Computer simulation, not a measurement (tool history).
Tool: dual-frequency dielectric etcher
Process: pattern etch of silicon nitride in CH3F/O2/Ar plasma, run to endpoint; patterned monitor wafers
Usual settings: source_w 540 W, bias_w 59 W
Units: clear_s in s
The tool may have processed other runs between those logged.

run,hour,source_w,bias_w,"incoming incoming film thickness, nm",clear_s
1,0.0,540,51,23.41,33.9
2,95.6,480,59,23.50,32.7
3,136.0,480,59,23.60,32.9
4,207.8,480,59,23.64,32.8
5,313.0,540,69,23.28,28.9
# hour 523.4: wet clean of the chamber
6,569.3,540,52,23.77,34.3
7,662.2,540,52,23.61,33.8
8,730.6,500,59,23.71,32.5
9,796.4,500,59,23.44,32.4
10,902.4,500,59,23.59,32.5
# hour 925.2: bias power generator calibrated
# hour 958.2: upper electrode replaced
11,958.7,540,59,23.58,31.5
12,997.0,540,59,23.35,31.4
# hour 1058.9: wet clean of the chamber
13,1095.6,540,59,23.59,31.4
14,1184.4,540,59,23.45,31.4
15,1252.2,540,59,23.77,31.8
16,1329.0,540,59,23.61,31.7
17,1399.2,650,59,23.41,29.7
# hour 1411.8: source power generator calibrated
18,1498.9,650,64,23.53,28.5
19,1594.5,540,59,23.63,31.5
# hour 1650.4: wet clean of the chamber
20,1693.8,640,54,23.69,31.5
21,1799.3,430,63,23.73,33.4
22,1867.8,540,59,23.44,31.4
23,1945.5,630,59,23.25,29.5
24,2038.0,540,46,23.38,35.7
25,2105.7,420,67,23.64,32.2
26,2203.5,610,59,23.45,30.1
27,2262.4,540,59,23.65,31.5
# hour 2292.7: wet clean of the chamber
28,2491.1,420,66,23.62,32.4
29,2530.3,650,69,23.68,27.5
30,2577.5,450,59,23.69,33.7
31,2647.9,660,52,23.70,31.5
32,2711.5,540,59,23.34,31.4
33,2825.4,540,59,23.37,31.4
# hour 2853.8: wet clean of the chamber
34,2889.9,670,52,23.57,31.5

List, for all runs, the conditions of the tool that the log does not record:
etch rate over this chamber's usual, %: 0 across all the runs
source power that arrives over what is set, %: 0 across all the runs
bias power that arrives over what is set, %: 0 across all the runs

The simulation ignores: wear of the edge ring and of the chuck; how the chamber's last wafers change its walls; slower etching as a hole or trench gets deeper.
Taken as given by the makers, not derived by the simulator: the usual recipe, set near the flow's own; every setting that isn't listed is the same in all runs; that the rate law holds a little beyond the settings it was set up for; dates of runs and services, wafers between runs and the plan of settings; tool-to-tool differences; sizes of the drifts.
